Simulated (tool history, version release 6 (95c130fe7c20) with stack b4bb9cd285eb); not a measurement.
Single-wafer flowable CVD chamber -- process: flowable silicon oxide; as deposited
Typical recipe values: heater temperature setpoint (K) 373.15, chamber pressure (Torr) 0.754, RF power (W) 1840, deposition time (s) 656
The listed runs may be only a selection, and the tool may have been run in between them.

| run | hour | heater temperature setpoint (K) | chamber pressure (Torr) | RF power (W) | deposition time (s) | read-back reference wafer on the same gauge, thickness_nm | mean film thickness on the monitor wafer (Å) |
|---|---|---|---|---|---|---|---|
| 1 | 0.0 | 373.15 | 0.605 | 1840 | 656 | 366.073 | 2694.02 |
| 2 | 49.4 | 373.15 | 0.754 | 1840 | 656 | 366.016 | 3383.36 |
| 3 | 108.4 | 373.15 | 0.754 | 1840 | 656 | 365.965 | 3348.95 |
| 4 | 137.1 | 373.15 | 0.754 | 1840 | 656 | 365.975 | 3370.88 |
| 5 | 217.6 | 373.15 | 0.754 | 1840 | 656 | 365.945 | 3370.77 |
|  | 234.6 | RF generator calibrated |
| 6 | 287.6 | 373.15 | 0.754 | 1840 | 656 | 366.029 | 3371.41 |
|  | 322.4 | gauge calibrated |
|  | 328.3 | capacitance manometer re-zeroed and calibrated |
| 7 | 329.5 | 373.15 | 0.754 | 1840 | 656 | 366.122 | 3365.30 |
|  | 395.6 | thermocouple changed; heater temperature recalibrated |
| 8 | 396.1 | 373.15 | 0.754 | 1840 | 656 | 366.065 | 3380.79 |
| 9 | 449.7 | 373.15 | 0.646 | 1840 | 656 | 366.031 | 2876.44 |
|  | 473.6 | showerhead replaced |
| 10 | 492.5 | 373.15 | 0.646 | 1840 | 656 | 366.017 | 2871.70 |
| 11 | 546.0 | 381.15 | 0.824 | 1840 | 787 | 366.335 | 3260.97 |
| 12 | 590.3 | 373.15 | 0.754 | 1840 | 656 | 366.118 | 3357.99 |
| 13 | 631.8 | 381.15 | 0.754 | 1840 | 656 | 366.065 | 2483.39 |
| 14 | 698.8 | 373.15 | 0.754 | 1840 | 656 | 366.063 | 3348.95 |
|  | 717.5 | gauge calibrated |
| 15 | 730.6 | 378.15 | 0.615 | 1705 | 656 | 365.807 | 2184.76 |
| 16 | 772.3 | 373.15 | 0.754 | 1655 | 656 | 366.005 | 3180.51 |

List, for all runs, the conditions of the tool that the log does not record:
wafer temperature above the value expected at the setpoint (K): 0, the same for each run
delivered RF power above the setpoint (%): 0, the same for each run
true pressure above the setpoint (%): 0, the same for each run
gauge reads high (%): 0, the same for each run
